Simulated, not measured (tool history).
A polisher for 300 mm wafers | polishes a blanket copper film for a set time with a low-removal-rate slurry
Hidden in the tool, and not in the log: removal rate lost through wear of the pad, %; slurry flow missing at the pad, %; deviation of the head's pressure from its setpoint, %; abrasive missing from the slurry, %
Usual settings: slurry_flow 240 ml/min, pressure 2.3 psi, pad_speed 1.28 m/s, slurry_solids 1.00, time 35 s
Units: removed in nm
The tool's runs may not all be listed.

run,hour,slurry_flow,pressure,pad_speed,slurry_solids,time,wafers since the last listed run,wafers polished on this pad,hours since the slurry nozzle was cleaned,hours since the head pressure was calibrated,hours since the slurry blender was calibrated,"incoming thickness of the incoming film, nm",removed
1,0.0,240,2.3,1.28,1.00,35,0,76,321.4,279.5,88.4,1210.3,111.8
2,33.7,240,2.3,1.28,1.00,35,418,495,355.1,313.2,122.1,1215.9,113.1
3,65.0,240,2.3,1.28,1.00,35,388,883,386.4,344.5,153.4,1200.4,114.1
# hour 70.9: worn pad replaced by a new one
4,83.0,240,2.3,1.52,1.00,35,173,149,404.4,362.5,171.4,1236.8,134.3
5,99.5,240,2.3,1.52,1.00,35,204,354,420.9,379.0,187.9,1239.9,135.1
6,114.3,240,2.3,1.52,1.00,35,183,538,435.7,393.8,202.7,1207.9,132.7
# hour 141.7: worn pad replaced by a new one
7,146.1,240,2.3,1.28,1.00,28,345,55,467.5,425.6,234.5,1218.5,89.2
8,166.0,240,2.3,1.28,1.00,28,247,302,487.4,445.5,254.4,1203.5,89.5
9,187.8,240,2.3,1.28,1.00,28,270,573,509.2,467.3,276.2,1233.0,89.3
10,208.3,240,2.3,1.02,1.00,40,254,827,529.7,487.8,296.7,1224.2,102.4
# hour 216.8: worn pad replaced by a new one
# hour 225.4: slurry blender recalibrated
11,239.6,175,2.8,1.70,0.75,35,314,258,561.0,519.1,14.2,1216.3,161.5
12,270.5,220,2.3,1.28,0.85,35,383,641,591.9,550.0,45.1,1218.7,105.7
# hour 273.9: head pressure recalibrated
# hour 277.3: slurry nozzle cleaned
# hour 288.5: worn pad replaced by a new one
13,289.0,240,1.6,1.28,1.00,39,142,6,11.7,15.1,63.6,1225.7,93.5
14,316.3,240,2.3,1.28,1.00,35,339,345,39.0,42.4,90.9,1201.1,117.3
15,342.3,240,1.5,1.28,1.00,42,322,668,65.0,68.4,116.9,1224.2,91.3
16,354.6,240,2.3,1.28,1.00,35,152,821,77.3,80.7,129.2,1224.0,119.2
# hour 367.9: worn pad replaced by a new one
17,370.3,265,2.3,1.28,1.00,35,145,29,93.0,96.4,144.9,1235.0,120.5
18,395.0,320,2.3,1.28,1.00,35,306,336,117.7,121.1,169.6,1226.7,117.5

Hidden state at the last listed run before each entry between runs and at the first one after, where it differs:
Between runs 3 and 4: worn pad replaced by a new one (hour 70.9)
  slurry flow missing at the pad, %: 36.8 -> 37.4
  measured less the result without the state, removed: -7.4 -> -8.9 nm
Between runs 6 and 7: worn pad replaced by a new one (hour 141.7)
  slurry flow missing at the pad, %: 38.2 -> 39
  measured less the result without the state, removed: -9.1 -> -6.3 nm
Between runs 10 and 11: worn pad replaced by a new one (hour 216.8); slurry blender recalibrated (hour 225.4)
  slurry flow missing at the pad, %: 40.1 -> 40.6
  measured less the result without the state, removed: -7.6 -> -16.5 nm
Between runs 12 and 13: head pressure recalibrated (hour 273.9); slurry nozzle cleaned (hour 277.3); worn pad replaced by a new one (hour 288.5)
  slurry flow missing at the pad, %: 41 -> 5.4
  measured less the result without the state, removed: -8.9 -> -0.6 nm
Between runs 16 and 17: worn pad replaced by a new one (hour 367.9)
  slurry flow missing at the pad, %: 16.1 -> 18.2
  measured less the result without the state, removed: -2.5 -> -2.6 nm

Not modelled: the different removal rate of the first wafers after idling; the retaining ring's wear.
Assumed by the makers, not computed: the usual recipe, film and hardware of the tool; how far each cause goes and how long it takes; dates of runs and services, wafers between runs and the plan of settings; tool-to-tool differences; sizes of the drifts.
